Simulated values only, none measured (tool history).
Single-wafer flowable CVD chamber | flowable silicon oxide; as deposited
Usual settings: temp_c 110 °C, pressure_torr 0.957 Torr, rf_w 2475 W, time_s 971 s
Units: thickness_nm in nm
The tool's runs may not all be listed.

| run | hour | temp_c | pressure_torr | rf_w | time_s | read-back reference wafer on the same gauge, thickness_nm | thickness_nm |
|---|---|---|---|---|---|---|---|
| 1 | 0 | 110 | 0.957 | 2475 | 971 | 593.895 | 538.761 |
| 2 | 33.5 | 114 | 0.957 | 2475 | 971 | 593.593 | 468.96 |
| 3 | 65.2 | 110 | 0.957 | 2475 | 971 | 593.51 | 539.521 |
| 4 | 80.4 | 110 | 0.822 | 2475 | 971 | 593.784 | 464.313 |
| 5 | 94.9 | 110 | 0.822 | 2475 | 971 | 593.827 | 463.433 |
| 6 | 130.4 | 110 | 0.822 | 2475 | 971 | 594.397 | 464.093 |
|  | 165.2 | gauge calibrated |
| 7 | 178.1 | 110 | 0.957 | 2475 | 971 | 594.241 | 543.156 |
| 8 | 200.5 | 110 | 0.957 | 2475 | 971 | 594.052 | 544.454 |
| 9 | 212.7 | 110 | 1.013 | 2475 | 971 | 593.485 | 575.464 |
| 10 | 232.3 | 110 | 1.039 | 2475 | 1038 | 593.916 | 630.118 |
| 11 | 260.5 | 101 | 0.718 | 2300 | 1033 | 593.984 | 601.8 |
| 12 | 273.5 | 124 | 0.841 | 2475 | 795 | 593.833 | 244.501 |
|  | 294.2 | RF generator calibrated |
| 13 | 301.1 | 110 | 0.957 | 2475 | 971 | 594.316 | 543.723 |
|  | 324.3 | showerhead replaced |
|  | 326.2 | capacitance manometer re-zeroed and calibrated |
| 14 | 326.7 | 110 | 1.111 | 2240 | 914 | 593.9 | 582.37 |
|  | 347.6 | thermocouple changed; heater temperature recalibrated |
| 15 | 348.1 | 120 | 1.168 | 2790 | 836 | 593.963 | 393.502 |
| 16 | 365.7 | 98 | 0.957 | 2475 | 1101 | 593.767 | 933.938 |
| 17 | 379.4 | 110 | 0.878 | 2475 | 1133 | 594.332 | 560.653 |
| 18 | 456.6 | 110 | 0.957 | 2475 | 971 | 593.413 | 524.213 |
| 19 | 473.4 | 110 | 0.957 | 2475 | 1134 | 593.875 | 611.911 |

The next listed run, before its measurement:
| 20 | 502 | 110 | 0.88 | 2145 | 1157 | ? | ? |

read-back reference wafer on the same gauge, thickness_nm: 594.091
thickness_nm: 559.844 nm
Without the tool's hidden state the same run would have given thickness_nm 556.634 nm.

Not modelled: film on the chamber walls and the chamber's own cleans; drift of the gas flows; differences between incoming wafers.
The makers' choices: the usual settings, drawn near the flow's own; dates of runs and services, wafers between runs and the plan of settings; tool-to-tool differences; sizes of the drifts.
